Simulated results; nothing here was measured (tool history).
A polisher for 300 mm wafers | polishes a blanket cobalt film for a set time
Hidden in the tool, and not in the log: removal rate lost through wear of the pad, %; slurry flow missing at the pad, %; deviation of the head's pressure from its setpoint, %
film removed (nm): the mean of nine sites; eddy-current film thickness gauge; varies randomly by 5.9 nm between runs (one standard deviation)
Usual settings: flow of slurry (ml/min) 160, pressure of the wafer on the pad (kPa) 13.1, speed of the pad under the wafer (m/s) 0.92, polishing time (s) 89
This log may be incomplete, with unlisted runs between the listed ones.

run	day	flow of slurry (ml/min)	pressure of the wafer on the pad (kPa)	speed of the pad under the wafer (m/s)	polishing time (s)	wafers since the last listed run	wafers polished on this pad	hours since the slurry nozzle was cleaned	hours since the head pressure was calibrated	incoming thickness of the incoming film, nm	film removed (nm)
1	0	160	10.3	0.74	89	0	189	243.6	174.9	1552.9	276.6
2	1.879	160	10.3	0.74	89	452	642	288.7	220	1549.3	281.5
3	4.212	160	13.1	0.92	89	562	1204	344.7	276	1540.3	431.7
4	6.092	160	13.1	0.92	89	452	1657	389.8	321.1	1562	439
5	8.883	160	16.5	0.92	89	672	2330	456.8	388.1	1560	548.2
# day 9.575: worn pad replaced by a new one
6	11.558	160	16.5	0.92	89	604	478	521	452.3	1533.8	597.4
# day 12.988: slurry nozzle cleaned
7	15.562	160	16.5	0.92	89	955	1433	61.8	548.4	1556.5	593.9
# day 17.45: head pressure recalibrated
# day 18.212: worn pad replaced by a new one
8	18.233	160	13.1	0.92	101	583	4	125.9	18.8	1545.6	476.2
9	20.3	160	13.1	0.92	101	498	502	175.5	68.4	1582	477.1
10	22.796	160	10.3	0.92	89	601	1104	235.4	128.3	1550.7	329.5
11	24.504	160	10.3	0.92	89	411	1516	276.4	169.3	1557.5	336.6
12	25.771	160	13.1	0.92	89	305	1821	306.8	199.7	1530.1	426.5
13	27.808	160	13.1	0.92	89	491	2312	355.7	248.6	1556.1	420.3
# day 28.129: worn pad replaced by a new one
14	29.329	195	13.1	0.6	63	326	288	392.2	285.1	1568.2	208.5
15	31.046	160	11.7	0.92	89	413	702	433.4	326.3	1548.8	383.6
16	33.662	160	13.1	0.78	89	630	1333	496.2	389.1	1547.4	371.8
17	36.604	160	14.5	1.12	97	709	2042	566.8	459.7	1555.1	655.7
# day 37.479: slurry nozzle cleaned
18	38.112	115	13.1	1.18	71	353	2396	15.2	495.9	1558.5	421.6
# day 38.529: worn pad replaced by a new one
# day 39.6: head pressure recalibrated
19	39.771	180	13.1	0.66	64	339	278	55	4.1	1545.8	219
20	40.996	160	13.1	1.12	89	295	574	84.4	33.5	1581.9	514
21	42.058	160	13.1	0.92	69	256	830	109.9	59	1554.9	319.9
22	44.646	160	13.1	0.92	89	623	1454	172	121.1	1547	415.2
23	46.775	160	9	1.16	72	513	1967	223.1	172.2	1537.8	292.3
# day 49.588: worn pad replaced by a new one
24	49.692	130	8.3	0.82	99	662	25	293.1	242.2	1585.9	266.8

Each row is a separate what-if for the run after 24, all from the same tool condition, not one after another. Results?
A	49.708	160	13.1	0.64	89	4	29	293.5	242.6	1539.2	?
B	49.708	185	15.9	0.92	115	4	29	293.5	242.6	1539.2	?
C	49.708	120	13.1	0.7	89	4	29	293.5	242.6	1539.2	?

run	film removed (nm)
A	313.6
B	721.6
C	323.9
Had the tool no hidden state, the same runs would have come out as:
run	film removed (nm)
A	297.1
B	683.6
C	306.9

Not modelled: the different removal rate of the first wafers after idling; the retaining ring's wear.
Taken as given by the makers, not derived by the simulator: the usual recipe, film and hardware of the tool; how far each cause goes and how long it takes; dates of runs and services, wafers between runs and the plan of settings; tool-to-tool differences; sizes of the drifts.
